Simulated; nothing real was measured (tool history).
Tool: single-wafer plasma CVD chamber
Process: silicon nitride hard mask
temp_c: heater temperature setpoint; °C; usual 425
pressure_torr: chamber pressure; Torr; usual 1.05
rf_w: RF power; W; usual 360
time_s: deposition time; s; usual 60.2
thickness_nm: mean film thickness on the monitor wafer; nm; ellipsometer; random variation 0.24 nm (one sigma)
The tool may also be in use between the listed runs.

run,day,temp_c,pressure_torr,rf_w,time_s,"read-back reference wafer on the same gauge, thickness_nm",thickness_nm
1,0.000,425,1.05,360,60.2,62.844,67.620
2,2.642,425,1.05,360,60.2,62.778,67.516
3,3.679,425,1.05,360,60.2,62.789,67.881
4,6.667,425,0.95,310,60.2,62.839,59.513
5,7.954,425,1.05,360,60.2,62.796,67.569
6,10.492,425,1.05,360,60.2,62.774,68.152
7,12.725,425,1.05,360,60.2,62.830,67.430
8,15.196,425,1.05,360,60.2,62.783,67.914
9,17.388,425,1.05,360,60.2,62.810,67.477
# day 19.262: RF generator calibrated
10,20.321,425,1.05,360,60.2,62.760,69.398
11,22.562,425,1.05,360,60.2,62.760,69.022
12,25.067,425,1.05,360,60.2,62.800,68.774
13,27.575,428,1.05,360,60.2,62.802,68.833
# day 30.792: gauge calibrated
# day 31.058: capacitance manometer re-zeroed and calibrated
14,31.092,425,1.05,360,60.2,62.847,68.345
15,32.588,425,1.05,360,60.2,62.776,68.029
16,34.021,425,1.05,410,60.2,62.778,73.972
17,35.704,425,1.05,360,67.0,62.756,75.959
# day 41.354: thermocouple changed; heater temperature recalibrated
18,42.042,416,1.25,385,68.6,62.812,85.272
19,44.858,425,1.05,360,60.2,62.780,67.982
# day 45.904: showerhead replaced
20,46.179,425,1.12,410,60.2,62.795,74.961
21,48.517,437,1.12,360,60.2,62.742,68.716
22,50.633,425,1.27,340,54.4,62.801,62.132
23,52.292,425,1.05,360,60.2,62.796,67.984
24,54.412,439,0.81,360,64.3,62.846,66.484
25,56.746,425,1.05,415,60.2,62.796,73.931
26,58.712,425,1.05,385,69.2,62.827,80.804

What the log doesn't show, run by run:
wafer temperature above the value expected at the setpoint (K): 0 in every run
true pressure above the setpoint (%): 0 in every run
gauge reads high (%): 0 in every run
H1: delivered RF power above the setpoint (%)
run,H1
1,-3.89
2,-3.96
3,-3.98
4,-4.05
5,-4.07
6,-4.11
7,-4.14
8,-4.17
9,-4.2
10,-0.693
11,-1.15
12,-1.6
13,-2
14,-2.47
15,-2.65
16,-2.8
17,-2.97
18,-3.48
19,-3.66
20,-3.73
21,-3.85
22,-3.94
23,-4.01
24,-4.09
25,-4.16
26,-4.22
